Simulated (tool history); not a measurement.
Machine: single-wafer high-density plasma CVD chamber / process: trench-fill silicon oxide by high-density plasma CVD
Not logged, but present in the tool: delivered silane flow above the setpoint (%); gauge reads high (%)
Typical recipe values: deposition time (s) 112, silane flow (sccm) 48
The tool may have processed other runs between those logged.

| run | hour | deposition time (s) | silane flow (sccm) | wafers since the last listed run | hours since the silane flow controller was replaced | hours since the gauge calibration | read-back reference wafer on the same gauge, thickness_nm | mean film thickness on the monitor wafer (Å) |
|---|---|---|---|---|---|---|---|---|
| 1 | 0.0 | 112 | 41 | 0 | 3683.3 | 372.7 | 487.729 | 4105.15 |
| 2 | 190.0 | 112 | 41 | 3260 | 3873.3 | 562.7 | 487.877 | 4083.23 |
| 3 | 267.3 | 112 | 48 | 1326 | 3950.6 | 640.0 | 488.269 | 4791.92 |
| 4 | 323.1 | 112 | 48 | 957 | 4006.4 | 695.8 | 487.941 | 4810.37 |
| 5 | 397.8 | 98 | 48 | 1281 | 4081.1 | 770.5 | 488.213 | 4198.66 |
| 6 | 442.3 | 98 | 48 | 763 | 4125.6 | 815.0 | 487.530 | 4207.65 |
| 7 | 509.3 | 112 | 55 | 1149 | 4192.6 | 882.0 | 488.299 | 5507.72 |
| 8 | 578.3 | 112 | 48 | 1184 | 4261.6 | 951.0 | 488.172 | 4791.33 |
| 9 | 622.3 | 112 | 48 | 755 | 4305.6 | 995.0 | 487.626 | 4779.45 |
| 10 | 715.6 | 112 | 48 | 1601 | 4398.9 | 1088.3 | 487.785 | 4757.83 |
| 11 | 761.8 | 112 | 48 | 792 | 4445.1 | 1134.5 | 487.798 | 4774.98 |
| 12 | 809.2 | 112 | 48 | 813 | 4492.5 | 1181.9 | 487.938 | 4785.59 |
| 13 | 892.7 | 112 | 48 | 1432 | 4576.0 | 1265.4 | 488.341 | 4735.37 |
| 14 | 1020.2 | 112 | 48 | 2188 | 4703.5 | 1392.9 | 487.924 | 4747.31 |
| 15 | 1102.9 | 112 | 48 | 1419 | 4786.2 | 1475.6 | 487.668 | 4772.27 |
| 16 | 1186.9 | 112 | 48 | 1441 | 4870.2 | 1559.6 | 488.215 | 4791.27 |
| 17 | 1227.2 | 112 | 48 | 691 | 4910.5 | 1599.9 | 487.835 | 4774.38 |
| 18 | 1312.6 | 127 | 57 | 1465 | 4995.9 | 1685.3 | 488.470 | 6422.26 |
|  | 1416.2 | silane flow controller replaced |
| 19 | 1426.0 | 90 | 54 | 1808 | 9.8 | 1798.7 | 487.944 | 4188.82 |
| 20 | 1485.8 | 120 | 48 | 1026 | 69.6 | 1858.5 | 487.646 | 4943.73 |
| 21 | 1588.0 | 92 | 56 | 1753 | 171.8 | 1960.7 | 488.187 | 4429.17 |
| 22 | 1670.1 | 112 | 54 | 1408 | 253.9 | 2042.8 | 487.752 | 5203.44 |
| 23 | 1759.7 | 94 | 39 | 1537 | 343.5 | 2132.4 | 488.090 | 3131.69 |
| 24 | 1847.4 | 118 | 51 | 1505 | 431.2 | 2220.1 | 487.900 | 5154.74 |
| 25 | 1940.2 | 102 | 44 | 1592 | 524.0 | 2312.9 | 488.260 | 3842.50 |
|  | 1982.4 | silane flow controller replaced, repeated, since the last time left the tool worse |
| 26 | 2008.4 | 92 | 48 | 1033 | 26.0 | 2381.1 | 488.452 | 4092.41 |
| 27 | 2107.5 | 112 | 41 | 1700 | 125.1 | 2480.2 | 487.772 | 4231.84 |
|  | 2112.0 | gauge calibrated |
| 28 | 2150.5 | 95 | 48 | 737 | 168.1 | 38.5 | 488.304 | 4239.63 |
| 29 | 2396.6 | 92 | 56 | 4223 | 414.2 | 284.6 | 488.083 | 4756.73 |
| 30 | 2442.4 | 112 | 48 | 785 | 460.0 | 330.4 | 488.320 | 4975.33 |
| 31 | 2484.8 | 112 | 48 | 727 | 502.4 | 372.8 | 488.359 | 4948.42 |
| 32 | 2576.6 | 125 | 48 | 1575 | 594.2 | 464.6 | 488.036 | 5545.62 |
| 33 | 2719.3 | 119 | 42 | 2448 | 736.9 | 607.3 | 487.989 | 4569.79 |

Below, each run's measurement less what the same run would have read without the hidden state. Both values contain the same run-to-run variation, but the gauge's scatter may not be the same in both:
| run | mean film thickness on the monitor wafer (Å) |
|---|---|
| 1 | -151.08 |
| 2 | -157.67 |
| 3 | -188.58 |
| 4 | -191.88 |
| 5 | -170.49 |
| 6 | -172.66 |
| 7 | -229.54 |
| 8 | -202.87 |
| 9 | -204.39 |
| 10 | -207.75 |
| 11 | -210.63 |
| 12 | -213.29 |
| 13 | -214.88 |
| 14 | -221.29 |
| 15 | -226.29 |
| 16 | -231.10 |
| 17 | -232.17 |
| 18 | -317.64 |
| 19 | -330.77 |
| 20 | -393.43 |
| 21 | -357.16 |
| 22 | -424.03 |
| 23 | -258.12 |
| 24 | -429.55 |
| 25 | -323.92 |
| 26 | -5.44 |
| 27 | -9.35 |
| 28 | -11.00 |
| 29 | -22.78 |
| 30 | -25.87 |
| 31 | -27.61 |
| 32 | -35.52 |
| 33 | -35.12 |
